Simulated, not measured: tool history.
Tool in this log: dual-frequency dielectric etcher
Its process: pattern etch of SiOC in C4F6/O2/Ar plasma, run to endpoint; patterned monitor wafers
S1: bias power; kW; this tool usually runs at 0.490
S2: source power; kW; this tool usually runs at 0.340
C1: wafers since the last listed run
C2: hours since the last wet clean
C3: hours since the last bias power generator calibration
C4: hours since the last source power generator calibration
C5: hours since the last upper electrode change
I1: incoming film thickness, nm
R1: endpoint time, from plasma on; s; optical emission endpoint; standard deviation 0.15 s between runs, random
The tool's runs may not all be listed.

run,hour,S1,S2,C1,C2,C3,C4,C5,I1,R1
1,0.0,0.581,0.340,0,57.3,958.7,2956.0,1707.0,46.66,16.7
2,68.4,0.490,0.340,636,125.7,1027.1,3024.4,1775.4,46.61,18.4
3,206.4,0.490,0.340,1284,263.7,1165.1,3162.4,1913.4,46.16,18.3
4,273.8,0.490,0.340,627,331.1,1232.5,3229.8,1980.8,46.62,18.6
5,320.0,0.490,0.340,430,377.3,1278.7,3276.0,2027.0,46.49,18.7
6,366.8,0.490,0.340,435,424.1,1325.5,3322.8,2073.8,46.16,18.7
# hour 393.3: wet clean of the chamber
# hour 415.7: source power generator calibrated
7,416.1,0.490,0.340,198,22.8,1374.8,0.4,2123.1,46.56,17.1
8,469.9,0.490,0.340,500,76.6,1428.6,54.2,2176.9,46.03,17.2
9,514.5,0.490,0.340,415,121.2,1473.2,98.8,2221.5,46.49,17.0
10,541.8,0.490,0.340,254,148.5,1500.5,126.1,2248.8,46.54,17.3
11,568.3,0.490,0.340,246,175.0,1527.0,152.6,2275.3,46.22,17.2
12,605.3,0.490,0.340,344,212.0,1564.0,189.6,2312.3,45.99,17.2
13,655.1,0.490,0.340,463,261.8,1613.8,239.4,2362.1,46.57,17.3
# hour 681.8: wet clean of the chamber, repeated, since the last time left the tool worse
14,730.8,0.490,0.290,481,49.0,1689.5,315.1,2437.8,46.50,18.9
# hour 754.7: bias power generator calibrated
15,762.2,0.553,0.340,255,80.4,7.5,346.5,2469.2,46.32,17.1
16,792.5,0.577,0.310,282,110.7,37.8,376.8,2499.5,46.31,17.1
17,822.6,0.414,0.410,280,140.8,67.9,406.9,2529.6,46.40,18.8
18,852.9,0.578,0.400,282,171.1,98.2,437.2,2559.9,46.58,16.4
# hour 878.5: upper electrode replaced
19,919.3,0.559,0.340,394,237.5,164.6,503.6,40.8,46.25,17.7
20,984.6,0.490,0.340,607,302.8,229.9,568.9,106.1,46.41,18.8
21,1015.1,0.404,0.400,283,333.3,260.4,599.4,136.6,46.19,19.3
22,1060.4,0.599,0.340,421,378.6,305.7,644.7,181.9,46.95,17.5
# hour 1104.4: wet clean of the chamber
23,1104.9,0.490,0.340,190,0.5,350.2,689.2,226.4,46.66,18.3
24,1145.4,0.490,0.370,376,41.0,390.7,729.7,266.9,46.58,18.2
25,1177.5,0.490,0.340,298,73.1,422.8,761.8,299.0,46.65,18.6
26,1220.8,0.590,0.390,403,116.4,466.1,805.1,342.3,46.83,16.4

For some of the steps in R1 from one run to the next: how much would appear even if the tool had no hidden state, given the settings, what came in and random variation, and how much remains for the hidden state plus any gauge scatter that the measured result and the result without hidden state don't share?
Hidden state present: etch rate over this chamber's usual, %; bias power that arrives over what is set, %; source power that arrives over what is set, %.
Run 6 -> 7: wet clean of the chamber, source power generator calibrated. R1 -1.6 s: hidden state -1.7, all else +0.1.
Run 13 -> 14: S2 0.340 -> 0.290, wet clean of the chamber, repeated, since the last time left the tool worse. R1 +1.6 s: hidden state +0.8, all else +0.8.
Run 17 -> 18: S1 0.414 -> 0.578, S2 0.410 -> 0.400. R1 -2.4 s: hidden state +0.1, all else -2.5.
Run 25 -> 26: S1 0.490 -> 0.590, S2 0.340 -> 0.390. R1 -2.2 s: hidden state +0.0, all else -2.2.
